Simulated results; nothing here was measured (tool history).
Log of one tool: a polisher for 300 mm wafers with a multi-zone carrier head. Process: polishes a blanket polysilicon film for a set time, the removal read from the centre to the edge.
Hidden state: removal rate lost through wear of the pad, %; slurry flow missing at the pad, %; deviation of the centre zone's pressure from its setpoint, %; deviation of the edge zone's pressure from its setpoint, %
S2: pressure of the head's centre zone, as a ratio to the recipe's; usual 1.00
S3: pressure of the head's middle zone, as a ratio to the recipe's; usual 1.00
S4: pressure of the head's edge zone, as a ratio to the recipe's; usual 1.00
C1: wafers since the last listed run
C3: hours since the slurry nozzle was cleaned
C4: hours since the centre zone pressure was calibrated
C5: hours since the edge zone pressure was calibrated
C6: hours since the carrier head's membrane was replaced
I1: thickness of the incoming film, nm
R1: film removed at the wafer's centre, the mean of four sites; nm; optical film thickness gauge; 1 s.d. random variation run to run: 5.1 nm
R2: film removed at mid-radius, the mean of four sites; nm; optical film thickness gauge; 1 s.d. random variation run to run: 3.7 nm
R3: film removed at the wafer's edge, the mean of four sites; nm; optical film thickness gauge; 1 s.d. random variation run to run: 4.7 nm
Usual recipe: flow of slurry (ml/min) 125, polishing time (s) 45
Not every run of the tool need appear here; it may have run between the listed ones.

Run 1, hour 0.0: usual settings but polishing time (s) 55; C1 0; wafers polished on this pad 8; C3 14.1; C4 303.2; C5 364.2; C6 307.2; I1 1119.8. Result: R1 437.0 nm, R2 450.4 nm, R3 432.6 nm.
Run 2, hour 62.7: usual settings; C1 695; wafers polished on this pad 704; C3 76.8; C4 365.9; C5 426.9; C6 369.9; I1 1154.9. Result: R1 358.4 nm, R2 368.8 nm, R3 368.8 nm.
Run 3, hour 87.6: usual settings; C1 276; wafers polished on this pad 980; C3 101.7; C4 390.8; C5 451.8; C6 394.8; I1 1136.9. Result: R1 360.7 nm, R2 372.1 nm, R3 360.2 nm.
At hour 96.0: centre zone pressure recalibrated.
Run 4, hour 124.9: usual settings; C1 391; wafers polished on this pad 1372; C3 139.0; C4 28.9; C5 489.1; C6 432.1; I1 1124.5. Result: R1 367.7 nm, R2 377.5 nm, R3 358.8 nm.
Run 5, hour 181.8: usual settings; C1 631; wafers polished on this pad 2003; C3 195.9; C4 85.8; C5 546.0; C6 489.0; I1 1137.0. Result: R1 361.2 nm, R2 368.7 nm, R3 358.2 nm.
Run 6, hour 245.4: usual settings; C1 705; wafers polished on this pad 2709; C3 259.5; C4 149.4; C5 609.6; C6 552.6; I1 1133.6. Result: R1 355.2 nm, R2 370.5 nm, R3 364.8 nm.
At hour 292.9: worn pad replaced by a new one.
At hour 297.1: slurry nozzle cleaned.
Run 7, hour 311.2: usual settings but S4 0.97; C1 674; wafers polished on this pad 192; C3 14.1; C4 215.2; C5 675.4; C6 618.4; I1 1144.7. Result: R1 367.2 nm, R2 370.4 nm, R3 351.0 nm.
Run 8, hour 362.3: usual settings but flow of slurry (ml/min) 90, S4 1.07; C1 567; wafers polished on this pad 759; C3 65.2; C4 266.3; C5 726.5; C6 669.5; I1 1151.0. Result: R1 327.5 nm, R2 349.5 nm, R3 350.1 nm.
Run 9, hour 459.4: usual settings but flow of slurry (ml/min) 105, S3 0.88, S4 0.90, polishing time (s) 40; C1 1077; wafers polished on this pad 1836; C3 162.3; C4 363.4; C5 823.6; C6 766.6; I1 1136.8. Result: R1 306.5 nm, R2 287.7 nm, R3 298.3 nm.
At hour 491.8: centre zone pressure recalibrated.
Run 10, hour 506.6: usual settings; C1 501; wafers polished on this pad 2338; C3 209.5; C4 14.8; C5 870.8; C6 813.8; I1 1146.9. Result: R1 363.2 nm, R2 372.9 nm, R3 363.5 nm.
At hour 519.9: edge zone pressure recalibrated.
Run 11, hour 549.2: usual settings but S3 1.09, S4 0.90; C1 450; wafers polished on this pad 2788; C3 252.1; C4 57.4; C5 29.3; C6 856.4; I1 1145.0. Result: R1 362.1 nm, R2 398.4 nm, R3 349.8 nm.
At hour 576.1: carrier head's membrane replaced by a new one.
At hour 588.3: slurry nozzle cleaned.
Run 12, hour 605.0: usual settings but S4 1.07, polishing time (s) 59; C1 552; wafers polished on this pad 3341; C3 16.7; C4 113.2; C5 85.1; C6 28.9; I1 1156.4. Result: R1 479.7 nm, R2 488.4 nm, R3 481.3 nm.
At hour 630.5: worn pad replaced by a new one.
Run 13, hour 643.9: usual settings but polishing time (s) 31; C1 387; wafers polished on this pad 148; C3 55.6; C4 152.1; C5 124.0; C6 67.8; I1 1143.2. Result: R1 248.2 nm, R2 258.4 nm, R3 250.5 nm.
Run 14, hour 707.9: usual settings but S2 1.08, S3 1.09, polishing time (s) 52; C1 710; wafers polished on this pad 859; C3 119.6; C4 216.1; C5 188.0; C6 131.8; I1 1146.9. Result: R1 448.4 nm, R2 464.8 nm, R3 412.4 nm.
Run 15, hour 777.3: usual settings but polishing time (s) 48; C1 770; wafers polished on this pad 1629; C3 189.0; C4 285.5; C5 257.4; C6 201.2; I1 1143.0. Result: R1 393.0 nm, R2 394.1 nm, R3 388.6 nm.
Run 16, hour 813.0: usual settings but polishing time (s) 57; C1 396; wafers polished on this pad 2025; C3 224.7; C4 321.2; C5 293.1; C6 236.9; I1 1131.0. Result: R1 448.6 nm, R2 474.9 nm, R3 454.3 nm.
Run 17, hour 881.8: usual settings but S2 0.95, S4 0.95; C1 763; wafers polished on this pad 2788; C3 293.5; C4 390.0; C5 361.9; C6 305.7; I1 1134.3. Result: R1 332.9 nm, R2 376.7 nm, R3 352.8 nm.
At hour 884.1: centre zone pressure recalibrated.
At hour 907.9: slurry nozzle cleaned.
At hour 933.7: worn pad replaced by a new one.
Run 18, hour 944.7: usual settings but S2 0.95, S4 0.97; C1 620; wafers polished on this pad 121; C3 36.8; C4 60.6; C5 424.8; C6 368.6; I1 1141.6. Result: R1 344.0 nm, R2 373.5 nm, R3 349.9 nm.
Run 19, hour 993.2: usual settings but S3 0.95; C1 538; wafers polished on this pad 660; C3 85.3; C4 109.1; C5 473.3; C6 417.1; I1 1162.9. Result: R1 362.3 nm, R2 353.5 nm, R3 369.9 nm.
Run 20, hour 1178.6: usual settings but flow of slurry (ml/min) 90, S4 1.07; C1 2057; wafers polished on this pad 2717; C3 270.7; C4 294.5; C5 658.7; C6 602.5; I1 1163.7. Result: R1 339.6 nm, R2 349.4 nm, R3 352.1 nm.
At hour 1229.4: worn pad replaced by a new one.
Run 21, hour 1242.6: usual settings but flow of slurry (ml/min) 160; C1 665; wafers polished on this pad 146; C3 334.7; C4 358.5; C5 722.7; C6 666.5; I1 1128.5. Result: R1 382.4 nm, R2 398.5 nm, R3 372.1 nm.
At hour 1266.5: slurry nozzle cleaned.
Run 22, hour 1270.5: usual settings but flow of slurry (ml/min) 105, S2 1.06, S3 0.94, S4 0.93; C1 298; wafers polished on this pad 445; C3 4.0; C4 386.4; C5 750.6; C6 694.4; I1 1120.1. Result: R1 377.4 nm, R2 344.4 nm, R3 332.2 nm.

4 options for the next run, each taken on its own from the tool as it stands now. Forecast them:
Run A, hour 1270.9: usual settings but S2 1.11; C1 4; wafers polished on this pad 449; C3 4.4; C4 386.8; C5 751.0; C6 694.8; I1 1133.9. Result: R1 ?, R2 ?, R3 ?.
Run B, hour 1270.9: usual settings but flow of slurry (ml/min) 140, S2 0.90, S3 0.90, S4 1.08; C1 4; wafers polished on this pad 449; C3 4.4; C4 386.8; C5 751.0; C6 694.8; I1 1133.9. Result: R1 ?, R2 ?, R3 ?.
Run C, hour 1270.9: usual settings but flow of slurry (ml/min) 105, S2 1.09, S3 0.89; C1 4; wafers polished on this pad 449; C3 4.4; C4 386.8; C5 751.0; C6 694.8; I1 1133.9. Result: R1 ?, R2 ?, R3 ?.
Run D, hour 1270.9: usual settings but S3 0.88; C1 4; wafers polished on this pad 449; C3 4.4; C4 386.8; C5 751.0; C6 694.8; I1 1133.9. Result: R1 ?, R2 ?, R3 ?.

run     R1     R2     R3
  A  399.1  376.6  351.5
  B  334.1  352.0  370.6
  C  377.5  330.6  344.0
  D  361.0  338.6  352.0
With the hidden condition removed and each run's random variation left untouched, the same runs would have given:
run     R1     R2     R3
  A  399.1  376.6  351.5
  B  334.1  352.0  370.6
  C  377.5  330.6  344.0
  D  361.0  338.6  352.0

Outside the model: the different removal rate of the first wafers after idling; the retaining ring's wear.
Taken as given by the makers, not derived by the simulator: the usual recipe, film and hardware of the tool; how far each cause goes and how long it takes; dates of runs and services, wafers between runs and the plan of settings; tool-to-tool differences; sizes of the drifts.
